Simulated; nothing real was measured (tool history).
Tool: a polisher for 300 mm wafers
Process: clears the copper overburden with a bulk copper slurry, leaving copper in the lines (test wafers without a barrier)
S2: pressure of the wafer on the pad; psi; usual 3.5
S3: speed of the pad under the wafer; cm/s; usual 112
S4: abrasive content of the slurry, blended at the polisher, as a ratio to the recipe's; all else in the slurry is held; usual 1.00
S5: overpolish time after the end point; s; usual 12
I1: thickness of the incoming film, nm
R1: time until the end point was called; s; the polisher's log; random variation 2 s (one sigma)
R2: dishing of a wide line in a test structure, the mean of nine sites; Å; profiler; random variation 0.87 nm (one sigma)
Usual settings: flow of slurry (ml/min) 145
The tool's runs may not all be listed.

Run 1, hour 0.0: usual settings; I1 1458.4. Result: R1 146.6 s, R2 616 Å.
Run 2, hour 66.6: usual settings; I1 1475.4. Result: R1 153.1 s, R2 612 Å.
Run 3, hour 106.2: usual settings; I1 1462.5. Result: R1 151.1 s, R2 616 Å.
Run 4, hour 168.5: usual settings; I1 1483.6. Result: R1 155.8 s, R2 598 Å.
Run 5, hour 246.4: usual settings; I1 1454.0. Result: R1 141.8 s, R2 663 Å.
Run 6, hour 302.0: usual settings; I1 1469.7. Result: R1 151.3 s, R2 618 Å.
Run 7, hour 389.6: usual settings; I1 1439.5. Result: R1 142.1 s, R2 633 Å.
Run 8, hour 432.9: usual settings; I1 1475.6. Result: R1 147.7 s, R2 626 Å.
Run 9, hour 473.6: usual settings; I1 1444.6. Result: R1 144.4 s, R2 622 Å.
Run 10, hour 613.6: usual settings but S4 0.75, S5 5 s; I1 1464.5. Result: R1 168.2 s, R2 296 Å.
Run 11, hour 706.5: usual settings; I1 1491.9. Result: R1 155.8 s, R2 607 Å.
Run 12, hour 977.6: usual settings; I1 1470.1. Result: R1 140.8 s, R2 640 Å.
Run 13, hour 1073.7: usual settings but flow of slurry (ml/min) 165, S2 3.0 psi, S3 150 cm/s; I1 1457.3. Result: R1 134.9 s, R2 672 Å.
Run 14, hour 1154.7: usual settings but S3 102 cm/s, S4 1.20; I1 1472.2. Result: R1 153.9 s, R2 624 Å.
Run 15, hour 1240.1: usual settings but flow of slurry (ml/min) 160, S2 4.0 psi, S3 124 cm/s, S4 1.10; I1 1469.2. Result: R1 115.9 s, R2 719 Å.
Run 16, hour 1284.8: usual settings but S2 2.9 psi, S3 140 cm/s, S4 0.90; I1 1459.7. Result: R1 157.3 s, R2 593 Å.
Run 17, hour 1367.9: usual settings but S3 148 cm/s, S4 1.10; I1 1457.1. Result: R1 117.5 s, R2 700 Å.
Run 18, hour 1442.1: usual settings but S3 80 cm/s, S4 1.15; I1 1477.9. Result: R1 187.1 s, R2 558 Å.
Run 19, hour 1500.2: usual settings but S3 100 cm/s, S5 15 s; I1 1486.5. Result: R1 158.7 s, R2 690 Å.
Run 20, hour 1581.2: usual settings but S3 74 cm/s, S4 1.15; I1 1463.7. Result: R1 195.5 s, R2 512 Å.
Run 21, hour 1627.7: usual settings; I1 1445.5. Result: R1 147.6 s, R2 618 Å.
Run 22, hour 1711.6: usual settings but S5 15 s; I1 1442.6. Result: R1 149.7 s, R2 710 Å.
Run 23, hour 1757.5: usual settings but S3 74 cm/s, S4 1.30; I1 1461.8. Result: R1 202.8 s, R2 526 Å.
Run 24, hour 1852.5: usual settings but S2 2.7 psi, S3 122 cm/s, S5 16 s; I1 1449.7. Result: R1 187.5 s, R2 627 Å.
Run 25, hour 1940.8: usual settings but flow of slurry (ml/min) 120, S5 14 s; I1 1491.7. Result: R1 168.1 s, R2 646 Å.
Run 26, hour 1993.9: usual settings; I1 1452.1. Result: R1 160.6 s, R2 611 Å.
Run 27, hour 2044.8: usual settings but S3 138 cm/s, S5 6 s; I1 1472.2. Result: R1 130.8 s, R2 433 Å.
Run 28, hour 2099.6: usual settings but S3 90 cm/s; I1 1447.1. Result: R1 160.1 s, R2 602 Å.
Run 29, hour 2158.1: usual settings but flow of slurry (ml/min) 120; I1 1473.3. Result: R1 139.6 s, R2 643 Å.

Not shown: 13 entries that the log had between the listed runs. Between which runs, and how does the tool's hidden state differ before and after?
Between runs 3 and 4: slurry blender recalibrated (hour 135.1)
  removal rate lost through wear of the pad, %: 11.7 -> 12; slurry flow missing at the pad, %: 13.2 -> 17.4
  measured less the result without the state, R1: +19.9 -> +21.8 s; R2: -54 -> -56 Å
Between runs 4 and 5: worn pad replaced by a new one (hour 190.0)
  removal rate lost through wear of the pad, %: 12 -> 3.81; slurry flow missing at the pad, %: 17.4 -> 23.9
  measured less the result without the state, R1: +21.8 -> +9.9 s; R2: -56 -> -28 Å
Between runs 6 and 7: slurry nozzle cleaned (hour 360.4)
  removal rate lost through wear of the pad, %: 6.1 -> 8.65; slurry flow missing at the pad, %: 29.3 -> 0.934
  measured less the result without the state, R1: +15.1 -> +12.4 s; R2: -40 -> -35 Å
Between runs 11 and 12: head pressure recalibrated (hour 733.8); slurry blender recalibrated (hour 791.2); worn pad replaced by a new one (hour 862.4); slurry nozzle cleaned (hour 935.6)
  removal rate lost through wear of the pad, %: 12.4 -> 5.66; slurry flow missing at the pad, %: 13.7 -> 8.24
  measured less the result without the state, R1: +21.7 -> +9.3 s; R2: -57 -> -26 Å
Between runs 17 and 18: slurry blender recalibrated (hour 1374.1); worn pad replaced by a new one (hour 1397.7)
  removal rate lost through wear of the pad, %: 11.8 -> 4.15; slurry flow missing at the pad, %: 28.1 -> 35.6
  measured less the result without the state, R1: +17.9 -> +17.3 s; R2: -61 -> -37 Å
Between runs 18 and 19: slurry nozzle cleaned (hour 1499.7)
  removal rate lost through wear of the pad, %: 4.15 -> 6.68; slurry flow missing at the pad, %: 35.6 -> 2.62
  measured less the result without the state, R1: +17.3 -> +11.1 s; R2: -37 -> -28 Å
Between runs 26 and 27: slurry nozzle cleaned (hour 2018.4)
  removal rate lost through wear of the pad, %: 13.6 -> 13.8; slurry flow missing at the pad, %: 28.9 -> 1.42
  measured less the result without the state, R1: +27.6 -> +18.2 s; R2: -73 -> -51 Å
Between runs 27 and 28: slurry blender recalibrated (hour 2064.8); worn pad replaced by a new one (hour 2097.7)
  removal rate lost through wear of the pad, %: 13.8 -> 1.07; slurry flow missing at the pad, %: 1.42 -> 2.05
  measured less the result without the state, R1: +18.2 -> +2.1 s; R2: -51 -> -5 Å

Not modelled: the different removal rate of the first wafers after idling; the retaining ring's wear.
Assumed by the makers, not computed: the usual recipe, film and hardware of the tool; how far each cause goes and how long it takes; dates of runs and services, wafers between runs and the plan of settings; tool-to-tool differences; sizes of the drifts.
